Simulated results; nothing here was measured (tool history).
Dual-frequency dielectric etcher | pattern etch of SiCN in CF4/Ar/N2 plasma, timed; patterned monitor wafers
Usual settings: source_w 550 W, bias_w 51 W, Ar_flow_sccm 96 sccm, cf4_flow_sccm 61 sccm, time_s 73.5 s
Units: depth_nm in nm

run,day,source_w,bias_w,Ar_flow_sccm,cf4_flow_sccm,time_s,"read-back reference wafer on the same gauge, depth_nm",depth_nm
1,0,550,51,113,68,73.5,85,73.4
2,0.388,550,51,96,61,73.5,84.9,75.4
# day 1.571: upper electrode replaced
3,1.592,550,51,96,61,73.5,85,75.3
4,1.604,550,51,113,68,73.5,84.8,74
5,1.617,550,51,73,65,73.5,85,79.1
# day 2.758: wet clean of the chamber
# day 2.883: Ar flow controller replaced
6,2.904,550,51,96,61,86,85.2,83.8
7,2.917,550,61,86,61,73.5,85.1,77.3
8,3.221,550,51,96,61,57,85,56
9,3.875,550,44,82,61,73.5,84.9,71.5
# day 5.754: source power generator calibrated
# day 6.075: bias power generator calibrated
10,6.096,550,51,76,56,73.5,85.1,73.4
11,6.567,490,51,96,61,73.5,85.1,66.3
12,7.054,550,51,96,61,73.5,85,72.9
13,7.671,550,51,113,68,73.5,84.9,71.9
14,8.712,550,51,96,61,73.5,84.9,72.8
15,9.338,550,51,110,61,73.5,84.9,70.8
16,9.788,550,51,116,50,73.5,85,67.6
17,10.379,550,60,96,61,73.5,85.1,75.3
18,11.088,550,51,96,61,73.5,85.1,72.6
19,11.458,550,51,96,61,73.5,85,72.3
20,12.2,690,51,96,61,73.5,85.1,88.2
21,12.95,550,56,96,52,73.5,84.8,72.8

Forecast each of these 4 alternatives for the next run:
A,12.967,550,51,96,66,73.5,?,?
B,12.967,550,51,96,76,73.5,?,?
C,12.967,550,51,96,51,73.5,?,?
D,12.967,630,51,116,61,89,?,?

run,"read-back reference wafer on the same gauge, depth_nm",depth_nm
A,85,73.7
B,85,75.4
C,85,70.7
D,85,95.2
Without the tool's hidden state the same runs would have given:
run,depth_nm
A,72.5
B,74.1
C,69.5
D,93.6
